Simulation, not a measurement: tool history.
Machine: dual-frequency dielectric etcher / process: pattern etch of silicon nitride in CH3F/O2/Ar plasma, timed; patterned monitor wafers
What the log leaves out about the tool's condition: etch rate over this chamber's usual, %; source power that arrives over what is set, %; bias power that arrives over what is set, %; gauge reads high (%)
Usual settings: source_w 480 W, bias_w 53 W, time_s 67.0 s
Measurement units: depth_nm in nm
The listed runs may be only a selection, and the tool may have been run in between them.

| run | hour | source_w | bias_w | time_s | wafers since the last listed run | hours since the last wet clean | hours since the last source power generator calibration | hours since the last bias power generator calibration | hours since the last upper electrode change | hours since the gauge calibration | read-back reference wafer on the same gauge, depth_nm | depth_nm |
|---|---|---|---|---|---|---|---|---|---|---|---|---|
| 1 | 0.0 | 480 | 53 | 67.0 | 0 | 131.1 | 2362.6 | 2465.4 | 3873.7 | 316.0 | 41.22 | 44.81 |
| 2 | 6.0 | 480 | 53 | 67.0 | 75 | 137.1 | 2368.6 | 2471.4 | 3879.7 | 322.0 | 41.21 | 44.85 |
| 3 | 22.8 | 480 | 53 | 67.0 | 211 | 153.9 | 2385.4 | 2488.2 | 3896.5 | 338.8 | 41.20 | 44.74 |
| 4 | 29.0 | 480 | 44 | 67.0 | 77 | 160.1 | 2391.6 | 2494.4 | 3902.7 | 345.0 | 41.20 | 42.64 |
| 5 | 38.0 | 430 | 53 | 67.0 | 113 | 169.1 | 2400.6 | 2503.4 | 3911.7 | 354.0 | 41.19 | 43.70 |
| 6 | 52.0 | 480 | 53 | 75.5 | 176 | 183.1 | 2414.6 | 2517.4 | 3925.7 | 368.0 | 41.18 | 50.62 |
| 7 | 60.1 | 480 | 53 | 75.5 | 101 | 191.2 | 2422.7 | 2525.5 | 3933.8 | 376.1 | 41.19 | 50.62 |
| 8 | 76.6 | 480 | 53 | 58.5 | 207 | 207.7 | 2439.2 | 2542.0 | 3950.3 | 392.6 | 41.19 | 39.13 |
| 9 | 84.1 | 480 | 53 | 58.5 | 94 | 215.2 | 2446.7 | 2549.5 | 3957.8 | 400.1 | 41.18 | 39.21 |
|  | 140.3 | upper electrode replaced |
| 10 | 140.8 | 480 | 53 | 58.5 | 411 | 271.9 | 2503.4 | 2606.2 | 0.5 | 456.8 | 41.21 | 39.34 |
| 11 | 143.0 | 480 | 53 | 67.0 | 27 | 274.1 | 2505.6 | 2608.4 | 2.7 | 459.0 | 41.20 | 45.11 |
| 12 | 156.5 | 480 | 46 | 67.0 | 169 | 287.6 | 2519.1 | 2621.9 | 16.2 | 472.5 | 41.20 | 43.41 |
|  | 163.6 | gauge calibrated |
| 13 | 165.2 | 480 | 46 | 67.0 | 109 | 296.3 | 2527.8 | 2630.6 | 24.9 | 1.6 | 41.18 | 43.40 |
|  | 175.1 | bias power generator calibrated |
| 14 | 175.6 | 480 | 53 | 80.5 | 80 | 306.7 | 2538.2 | 0.5 | 35.3 | 12.0 | 41.19 | 54.18 |
|  | 194.9 | source power generator calibrated |
| 15 | 216.6 | 540 | 63 | 58.5 | 465 | 347.7 | 21.7 | 41.5 | 76.3 | 53.0 | 41.19 | 42.62 |
| 16 | 224.4 | 480 | 53 | 67.0 | 98 | 355.5 | 29.5 | 49.3 | 84.1 | 60.8 | 41.22 | 45.15 |
| 17 | 255.9 | 520 | 61 | 67.0 | 396 | 387.0 | 61.0 | 80.8 | 115.6 | 92.3 | 41.20 | 47.97 |
| 18 | 268.3 | 480 | 53 | 58.5 | 155 | 399.4 | 73.4 | 93.2 | 128.0 | 104.7 | 41.22 | 39.39 |
| 19 | 284.8 | 480 | 53 | 67.0 | 207 | 415.9 | 89.9 | 109.7 | 144.5 | 121.2 | 41.19 | 45.31 |
|  | 336.8 | wet clean of the chamber |
| 20 | 338.6 | 480 | 53 | 67.0 | 374 | 1.8 | 143.7 | 163.5 | 198.3 | 175.0 | 41.18 | 44.43 |
| 21 | 346.5 | 390 | 43 | 61.5 | 99 | 9.7 | 151.6 | 171.4 | 206.2 | 182.9 | 41.18 | 36.75 |
| 22 | 371.0 | 480 | 53 | 67.0 | 308 | 34.2 | 176.1 | 195.9 | 230.7 | 207.4 | 41.19 | 44.53 |
| 23 | 379.4 | 430 | 65 | 80.0 | 105 | 42.6 | 184.5 | 204.3 | 239.1 | 215.8 | 41.21 | 54.76 |
| 24 | 385.9 | 600 | 44 | 80.5 | 81 | 49.1 | 191.0 | 210.8 | 245.6 | 222.3 | 41.21 | 54.10 |
| 25 | 394.4 | 570 | 53 | 67.0 | 106 | 57.6 | 199.5 | 219.3 | 254.1 | 230.8 | 41.21 | 46.66 |
| 26 | 412.3 | 560 | 41 | 83.0 | 225 | 75.5 | 217.4 | 237.2 | 272.0 | 248.7 | 41.20 | 53.76 |
| 27 | 423.8 | 590 | 56 | 73.0 | 144 | 87.0 | 228.9 | 248.7 | 283.5 | 260.2 | 41.19 | 52.05 |

Alternative continuations, all from the tool just after run 27; predict every row:
| A | 424.2 | 480 | 53 | 67.0 | 5 | 87.4 | 229.3 | 249.1 | 283.9 | 260.6 | ? | ? |
| B | 424.2 | 480 | 64 | 48.5 | 5 | 87.4 | 229.3 | 249.1 | 283.9 | 260.6 | ? | ? |
| C | 424.2 | 590 | 58 | 57.5 | 5 | 87.4 | 229.3 | 249.1 | 283.9 | 260.6 | ? | ? |
| D | 424.2 | 540 | 58 | 85.5 | 5 | 87.4 | 229.3 | 249.1 | 283.9 | 260.6 | ? | ? |
| E | 424.2 | 450 | 42 | 61.0 | 5 | 87.4 | 229.3 | 249.1 | 283.9 | 260.6 | ? | ? |

| run | read-back reference wafer on the same gauge, depth_nm | depth_nm |
|---|---|---|
| A | 41.21 | 44.69 |
| B | 41.21 | 34.12 |
| C | 41.21 | 41.50 |
| D | 41.21 | 60.27 |
| E | 41.21 | 37.68 |
With no hidden state in the tool, these same runs would have given:
| run | depth_nm |
|---|---|
| A | 44.62 |
| B | 34.06 |
| C | 41.43 |
| D | 60.17 |
| E | 37.61 |
